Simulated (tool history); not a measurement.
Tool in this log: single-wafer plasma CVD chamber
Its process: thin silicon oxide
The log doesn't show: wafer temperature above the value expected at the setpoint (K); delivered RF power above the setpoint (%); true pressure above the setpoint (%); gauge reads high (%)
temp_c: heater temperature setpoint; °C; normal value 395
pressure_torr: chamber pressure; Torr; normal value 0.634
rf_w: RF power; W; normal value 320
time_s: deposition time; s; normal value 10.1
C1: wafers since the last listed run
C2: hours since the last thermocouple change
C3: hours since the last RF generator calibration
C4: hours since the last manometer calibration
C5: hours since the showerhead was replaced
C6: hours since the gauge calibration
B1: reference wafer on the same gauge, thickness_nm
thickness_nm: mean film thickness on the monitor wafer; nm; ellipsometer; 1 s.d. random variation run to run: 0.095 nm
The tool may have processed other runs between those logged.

Run 1, hour 0.0: usual settings but temp_c 399 °C, rf_w 365 W; C1 0; C2 1133.1; C3 994.1; C4 935.5; C5 3534.6; C6 162.5; B1 17.510. Result: thickness_nm 18.388 nm.
Run 2, hour 24.1: usual settings but temp_c 399 °C, rf_w 365 W; C1 440; C2 1157.2; C3 1018.2; C4 959.6; C5 3558.7; C6 186.6; B1 17.501. Result: thickness_nm 18.313 nm.
Run 3, hour 56.8: usual settings but time_s 10.9 s; C1 597; C2 1189.9; C3 1050.9; C4 992.3; C5 3591.4; C6 219.3; B1 17.490. Result: thickness_nm 18.409 nm.
Run 4, hour 90.8: usual settings but time_s 10.9 s; C1 621; C2 1223.9; C3 1084.9; C4 1026.3; C5 3625.4; C6 253.3; B1 17.488. Result: thickness_nm 18.430 nm.
Run 5, hour 120.3: usual settings but time_s 10.9 s; C1 538; C2 1253.4; C3 1114.4; C4 1055.8; C5 3654.9; C6 282.8; B1 17.503. Result: thickness_nm 18.276 nm.
At hour 140.2: RF generator calibrated.
Run 6, hour 154.0: usual settings; C1 469; C2 1287.1; C3 13.8; C4 1089.5; C5 3688.6; C6 316.5; B1 17.497. Result: thickness_nm 17.523 nm.
At hour 178.5: thermocouple changed; heater temperature recalibrated.
Run 7, hour 179.0: usual settings; C1 310; C2 0.5; C3 38.8; C4 1114.5; C5 3713.6; C6 341.5; B1 17.490. Result: thickness_nm 17.558 nm.
Run 8, hour 203.8: usual settings; C1 453; C2 25.3; C3 63.6; C4 1139.3; C5 3738.4; C6 366.3; B1 17.486. Result: thickness_nm 17.633 nm.
Run 9, hour 227.2: usual settings; C1 427; C2 48.7; C3 87.0; C4 1162.7; C5 3761.8; C6 389.7; B1 17.501. Result: thickness_nm 17.616 nm.
Run 10, hour 261.7: usual settings; C1 630; C2 83.2; C3 121.5; C4 1197.2; C5 3796.3; C6 424.2; B1 17.481. Result: thickness_nm 17.545 nm.
Run 11, hour 293.5: usual settings; C1 580; C2 115.0; C3 153.3; C4 1229.0; C5 3828.1; C6 456.0; B1 17.480. Result: thickness_nm 17.553 nm.
Run 12, hour 314.8: usual settings but temp_c 408 °C, time_s 9.0 s; C1 389; C2 136.3; C3 174.6; C4 1250.3; C5 3849.4; C6 477.3; B1 17.520. Result: thickness_nm 15.713 nm.
Run 13, hour 334.9: usual settings but temp_c 407 °C, pressure_torr 0.747 Torr, time_s 11.3 s; C1 367; C2 156.4; C3 194.7; C4 1270.4; C5 3869.5; C6 497.4; B1 17.502. Result: thickness_nm 22.750 nm.
At hour 351.0: showerhead replaced.
Run 14, hour 368.7: usual settings but temp_c 400 °C, pressure_torr 0.573 Torr; C1 471; C2 190.2; C3 228.5; C4 1304.2; C5 17.7; C6 531.2; B1 17.505. Result: thickness_nm 15.985 nm.
Run 15, hour 388.3: usual settings but temp_c 387 °C, pressure_torr 0.749 Torr, time_s 9.4 s; C1 358; C2 209.8; C3 248.1; C4 1323.8; C5 37.3; C6 550.8; B1 17.489. Result: thickness_nm 19.123 nm.
At hour 399.7: gauge calibrated.
Run 16, hour 406.5: usual settings but temp_c 386 °C, pressure_torr 0.489 Torr, rf_w 375 W, time_s 10.9 s; C1 332; C2 228.0; C3 266.3; C4 1342.0; C5 55.5; C6 6.8; B1 17.474. Result: thickness_nm 16.184 nm.
Run 17, hour 424.2: usual settings but pressure_torr 0.478 Torr, rf_w 380 W; C1 323; C2 245.7; C3 284.0; C4 1359.7; C5 73.2; C6 24.5; B1 17.489. Result: thickness_nm 14.868 nm.
At hour 452.5: capacitance manometer re-zeroed and calibrated.
Run 18, hour 454.1: usual settings but temp_c 409 °C; C1 400; C2 275.6; C3 313.9; C4 1.6; C5 103.1; C6 54.4; B1 17.479. Result: thickness_nm 16.379 nm.
Run 19, hour 473.7: usual settings but temp_c 385 °C, rf_w 295 W; C1 358; C2 295.2; C3 333.5; C4 21.2; C5 122.7; C6 74.0; B1 17.488. Result: thickness_nm 15.931 nm.
Run 20, hour 509.6: usual settings; C1 655; C2 331.1; C3 369.4; C4 57.1; C5 158.6; C6 109.9; B1 17.481. Result: thickness_nm 16.748 nm.
Run 21, hour 521.7: usual settings but temp_c 382 °C; C1 221; C2 343.2; C3 381.5; C4 69.2; C5 170.7; C6 122.0; B1 17.512. Result: thickness_nm 16.756 nm.
Run 22, hour 542.6: usual settings but temp_c 384 °C, pressure_torr 0.666 Torr; C1 381; C2 364.1; C3 402.4; C4 90.1; C5 191.6; C6 142.9; B1 17.508. Result: thickness_nm 17.520 nm.
Run 23, hour 558.8: usual settings but temp_c 391 °C, pressure_torr 0.744 Torr, time_s 11.1 s; C1 295; C2 380.3; C3 418.6; C4 106.3; C5 207.8; C6 159.1; B1 17.506. Result: thickness_nm 21.247 nm.
Run 24, hour 575.1: usual settings but temp_c 404 °C; C1 297; C2 396.6; C3 434.9; C4 122.6; C5 224.1; C6 175.4; B1 17.494. Result: thickness_nm 16.796 nm.
Run 25, hour 588.3: usual settings but temp_c 380 °C, pressure_torr 0.725 Torr, time_s 8.9 s; C1 241; C2 409.8; C3 448.1; C4 135.8; C5 237.3; C6 188.6; B1 17.511. Result: thickness_nm 16.812 nm.
Run 26, hour 621.9: usual settings but pressure_torr 0.784 Torr; C1 613; C2 443.4; C3 481.7; C4 169.4; C5 270.9; C6 222.2; B1 17.487. Result: thickness_nm 20.774 nm.
Run 27, hour 637.1: usual settings; C1 277; C2 458.6; C3 496.9; C4 184.6; C5 286.1; C6 237.4; B1 17.522. Result: thickness_nm 16.797 nm.
Run 28, hour 669.5: usual settings; C1 591; C2 491.0; C3 529.3; C4 217.0; C5 318.5; C6 269.8; B1 17.505. Result: thickness_nm 16.902 nm.

5 options for the next run, each taken on its own from the tool as it stands now. Forecast them:
Run A, hour 669.9: usual settings but temp_c 387 °C; C1 7; C2 491.4; C3 529.7; C4 217.4; C5 318.9; C6 270.2; B1 ?. Result: thickness_nm ?.
Run B, hour 669.9: usual settings but rf_w 370 W; C1 7; C2 491.4; C3 529.7; C4 217.4; C5 318.9; C6 270.2; B1 ?. Result: thickness_nm ?.
Run C, hour 669.9: usual settings but rf_w 385 W; C1 7; C2 491.4; C3 529.7; C4 217.4; C5 318.9; C6 270.2; B1 ?. Result: thickness_nm ?.
Run D, hour 669.9: usual settings but time_s 11.6 s; C1 7; C2 491.4; C3 529.7; C4 217.4; C5 318.9; C6 270.2; B1 ?. Result: thickness_nm ?.
Run E, hour 669.9: usual settings but temp_c 402 °C, pressure_torr 0.678 Torr, rf_w 345 W; C1 7; C2 491.4; C3 529.7; C4 217.4; C5 318.9; C6 270.2; B1 ?. Result: thickness_nm ?.

run      B1  thickness_nm
  A  17.511        17.303
  B  17.511        18.576
  C  17.511        18.925
  D  17.511        19.773
  E  17.511        19.022
The same runs, with their run-to-run variation unchanged, on a tool lacking any hidden condition would have given:
run  thickness_nm
  A        17.039
  B        18.265
  C        18.608
  D        19.471
  E        18.745
